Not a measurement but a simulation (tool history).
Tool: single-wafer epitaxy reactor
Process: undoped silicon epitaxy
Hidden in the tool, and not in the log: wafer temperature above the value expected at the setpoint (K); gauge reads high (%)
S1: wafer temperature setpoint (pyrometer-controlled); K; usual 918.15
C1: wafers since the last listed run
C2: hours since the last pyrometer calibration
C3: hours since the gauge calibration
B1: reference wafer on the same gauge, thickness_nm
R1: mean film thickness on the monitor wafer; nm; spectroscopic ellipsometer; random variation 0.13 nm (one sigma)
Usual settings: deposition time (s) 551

run 1 day=0 | S1=915.15 deposition_time_(s)=551 | C1=0 C2=2217.4 C3=58.5 | B1=93.901 | R1=90.681
run 2 day=0.721 | S1=915.15 deposition_time_(s)=551 | C1=66 C2=2234.7 C3=75.8 | B1=93.876 | R1=90.561
-- day=0.812 gauge calibrated
run 3 day=1.421 | S1=918.15 deposition_time_(s)=551 | C1=64 C2=2251.5 C3=14.6 | B1=93.916 | R1=96.167
run 4 day=1.671 | S1=918.15 deposition_time_(s)=551 | C1=23 C2=2257.5 C3=20.6 | B1=93.878 | R1=96.156
run 5 day=1.996 | S1=918.15 deposition_time_(s)=551 | C1=29 C2=2265.3 C3=28.4 | B1=93.916 | R1=96.104
run 6 day=2.404 | S1=926.15 deposition_time_(s)=551 | C1=37 C2=2275.1 C3=38.2 | B1=93.895 | R1=112.01
run 7 day=2.908 | S1=926.15 deposition_time_(s)=551 | C1=46 C2=2287.2 C3=50.3 | B1=93.912 | R1=112.199
-- day=3.471 pyrometer calibrated
run 8 day=3.492 | S1=911.15 deposition_time_(s)=551 | C1=23 C2=0.5 C3=64.3 | B1=93.868 | R1=74.191
run 9 day=3.633 | S1=932.15 deposition_time_(s)=621 | C1=13 C2=3.9 C3=67.7 | B1=93.897 | R1=125.53
run 10 day=4.158 | S1=910.15 deposition_time_(s)=590 | C1=48 C2=16.5 C3=80.3 | B1=93.883 | R1=77.714
-- day=4.442 gauge calibrated
run 11 day=4.738 | S1=918.15 deposition_time_(s)=652 | C1=53 C2=30.4 C3=7.1 | B1=93.879 | R1=101.16
run 12 day=5.096 | S1=912.15 deposition_time_(s)=609 | C1=32 C2=39 C3=15.7 | B1=93.909 | R1=83.858
run 13 day=5.475 | S1=932.15 deposition_time_(s)=597 | C1=34 C2=48.1 C3=24.8 | B1=93.908 | R1=120.962
run 14 day=6.138 | S1=918.15 deposition_time_(s)=551 | C1=60 C2=64 C3=40.7 | B1=93.91 | R1=85.184

Forecast each of these 3 alternatives for the next run:
run A day=6.162 | S1=918.15 deposition_time_(s)=482 | C1=2 C2=64.6 C3=41.3 | B1=? | R1=?
run B day=6.162 | S1=918.15 deposition_time_(s)=658 | C1=2 C2=64.6 C3=41.3 | B1=? | R1=?
run C day=6.162 | S1=929.15 deposition_time_(s)=613 | C1=2 C2=64.6 C3=41.3 | B1=? | R1=?

run=A B1=93.907 R1=74.642
run=B B1=93.907 R1=101.897
run=C B1=93.907 R1=117.236
Without the tool's hidden state the same runs would have given:
run=A R1=74.922
run=B R1=102.279
run=C R1=117.666
